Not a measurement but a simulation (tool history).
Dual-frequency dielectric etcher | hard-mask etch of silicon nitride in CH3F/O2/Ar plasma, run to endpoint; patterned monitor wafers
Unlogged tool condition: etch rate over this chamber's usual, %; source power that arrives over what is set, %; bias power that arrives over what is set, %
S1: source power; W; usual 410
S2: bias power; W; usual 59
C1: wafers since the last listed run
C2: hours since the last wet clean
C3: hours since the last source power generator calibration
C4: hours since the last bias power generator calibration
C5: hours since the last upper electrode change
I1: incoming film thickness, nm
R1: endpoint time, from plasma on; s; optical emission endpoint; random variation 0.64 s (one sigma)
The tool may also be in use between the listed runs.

Run 1, day 0: usual settings but S1 440 W; C1 0; C2 258.6; C3 3732.7; C4 2084.7; C5 4924.8; I1 50.4. Result: R1 77.4 s.
Run 2, day 1.471: usual settings but S1 440 W; C1 285; C2 293.9; C3 3768; C4 2120; C5 4960.1; I1 50. Result: R1 75.1 s.
Run 3, day 2.408: usual settings; C1 182; C2 316.4; C3 3790.5; C4 2142.5; C5 4982.6; I1 49.6. Result: R1 77.3 s.
Run 4, day 3.408: usual settings; C1 194; C2 340.4; C3 3814.5; C4 2166.5; C5 5006.6; I1 50.4. Result: R1 78.2 s.
Run 5, day 6.192: usual settings; C1 540; C2 407.2; C3 3881.3; C4 2233.3; C5 5073.4; I1 50.6. Result: R1 78.3 s.
Run 6, day 6.971: usual settings; C1 151; C2 425.9; C3 3900; C4 2252; C5 5092.1; I1 50. Result: R1 77 s.
Run 7, day 7.962: usual settings; C1 192; C2 449.7; C3 3923.8; C4 2275.8; C5 5115.9; I1 49.8. Result: R1 75.1 s.
Run 8, day 9.133: usual settings; C1 227; C2 477.8; C3 3951.9; C4 2303.9; C5 5144; I1 50.4. Result: R1 76.2 s.
Run 9, day 10.525: usual settings; C1 270; C2 511.2; C3 3985.3; C4 2337.3; C5 5177.4; I1 50.1. Result: R1 77.2 s.
At day 12.808: wet clean of the chamber.
Run 10, day 14.067: usual settings but S1 470 W, S2 53 W; C1 493; C2 30.2; C3 4070.3; C4 2422.3; C5 5262.4; I1 50. Result: R1 81.8 s.
Run 11, day 14.804: usual settings but S1 340 W, S2 70 W; C1 143; C2 47.9; C3 4088; C4 2440; C5 5280.1; I1 50.3. Result: R1 84.8 s.
Run 12, day 15.992: usual settings but S1 360 W; C1 230; C2 76.4; C3 4116.5; C4 2468.5; C5 5308.6; I1 49.8. Result: R1 86.8 s.
Run 13, day 16.692: usual settings but S1 360 W; C1 135; C2 93.2; C3 4133.3; C4 2485.3; C5 5325.4; I1 49.8. Result: R1 87.7 s.
Run 14, day 17.388: usual settings but S1 360 W; C1 135; C2 109.9; C3 4150; C4 2502; C5 5342.1; I1 50.5. Result: R1 88.6 s.
Run 15, day 18.1: usual settings; C1 138; C2 127; C3 4167.1; C4 2519.1; C5 5359.2; I1 50. Result: R1 82.9 s.
At day 19.142: wet clean of the chamber, repeated, since the last time left the tool worse.
At day 19.504: source power generator calibrated.
Run 16, day 19.525: usual settings; C1 50; C2 9.2; C3 0.5; C4 2553.3; C5 5393.4; I1 50.6. Result: R1 79.1 s.
Run 17, day 20.421: usual settings but S1 370 W, S2 72 W; C1 174; C2 30.7; C3 22; C4 2574.8; C5 5414.9; I1 50.7. Result: R1 78 s.
Run 18, day 21.471: usual settings but S1 460 W, S2 69 W; C1 203; C2 55.9; C3 47.2; C4 2600; C5 5440.1; I1 49.7. Result: R1 71.2 s.
Run 19, day 22.033: usual settings; C1 109; C2 69.4; C3 60.7; C4 2613.5; C5 5453.6; I1 50.2. Result: R1 77.8 s.
Run 20, day 23.338: usual settings but S1 480 W, S2 44 W; C1 253; C2 100.7; C3 92; C4 2644.8; C5 5484.9; I1 49.8. Result: R1 81.2 s.
Run 21, day 24.2: usual settings; C1 167; C2 121.4; C3 112.7; C4 2665.5; C5 5505.6; I1 50.6. Result: R1 79 s.
At day 24.725: bias power generator calibrated.
Run 22, day 24.888: usual settings but S1 340 W, S2 47 W; C1 101; C2 137.9; C3 129.2; C4 3.9; C5 5522.1; I1 50.1. Result: R1 88.8 s.
Run 23, day 25.771: usual settings but S2 50 W; C1 171; C2 159.1; C3 150.4; C4 25.1; C5 5543.3; I1 50.3. Result: R1 81.7 s.
Run 24, day 26.558: usual settings but S1 460 W, S2 74 W; C1 152; C2 178; C3 169.3; C4 44; C5 5562.2; I1 50.3. Result: R1 70.5 s.
Run 25, day 27.367: usual settings; C1 157; C2 197.4; C3 188.7; C4 63.4; C5 5581.6; I1 50.5. Result: R1 77.4 s.
At day 28.871: upper electrode replaced.
Run 26, day 28.892: usual settings but S1 490 W, S2 51 W; C1 101; C2 234; C3 225.3; C4 100; C5 0.5; I1 49.5. Result: R1 75.7 s.
Run 27, day 29.517: usual settings but S1 460 W, S2 70 W; C1 121; C2 249; C3 240.3; C4 115; C5 15.5; I1 49.8. Result: R1 69.1 s.
Run 28, day 30.6: usual settings but S1 460 W, S2 73 W; C1 210; C2 275; C3 266.3; C4 141; C5 41.5; I1 49.7. Result: R1 68.2 s.
Run 29, day 31.788: usual settings but S1 350 W, S2 47 W; C1 230; C2 303.5; C3 294.8; C4 169.5; C5 70; I1 49.9. Result: R1 87.2 s.
Run 30, day 33.2: usual settings but S1 470 W, S2 73 W; C1 274; C2 337.4; C3 328.7; C4 203.4; C5 103.9; I1 50.5. Result: R1 69.1 s.
Run 31, day 34.112: usual settings but S1 480 W, S2 54 W; C1 177; C2 359.3; C3 350.6; C4 225.3; C5 125.8; I1 50.1. Result: R1 74 s.
Run 32, day 34.825: usual settings but S1 500 W; C1 138; C2 376.4; C3 367.7; C4 242.4; C5 142.9; I1 49.8. Result: R1 71.5 s.
Run 33, day 36.192: usual settings but S1 380 W, S2 64 W; C1 265; C2 409.2; C3 400.5; C4 275.2; C5 175.7; I1 50. Result: R1 76.7 s.

Describe how what the log doesn't record of the tool's condition differs between the last listed run preceding each entry between runs and the first listed run following it.
Run 9 -> run 10: wet clean of the chamber (day 12.808)
  etch rate over this chamber's usual, %: 3.12 -> -6.71
  the result without the hidden state subtracted from the measured one, R1: -2.4 -> +5.5 s
Run 15 -> run 16: wet clean of the chamber, repeated, since the last time left the tool worse (day 19.142); source power generator calibrated (day 19.504)
  etch rate over this chamber's usual, %: -6.04 -> 0.181
  the result without the hidden state subtracted from the measured one, R1: +5 -> -0.2 s
Run 21 -> run 22: bias power generator calibrated (day 24.725)
  etch rate over this chamber's usual, %: 0.962 -> 1.08
  the result without the hidden state subtracted from the measured one, R1: -0.7 -> -0.9 s
Run 25 -> run 26: upper electrode replaced (day 28.871)
  etch rate over this chamber's usual, %: 1.49 -> 1.75
  the result without the hidden state subtracted from the measured one, R1: -1.1 -> -1.4 s
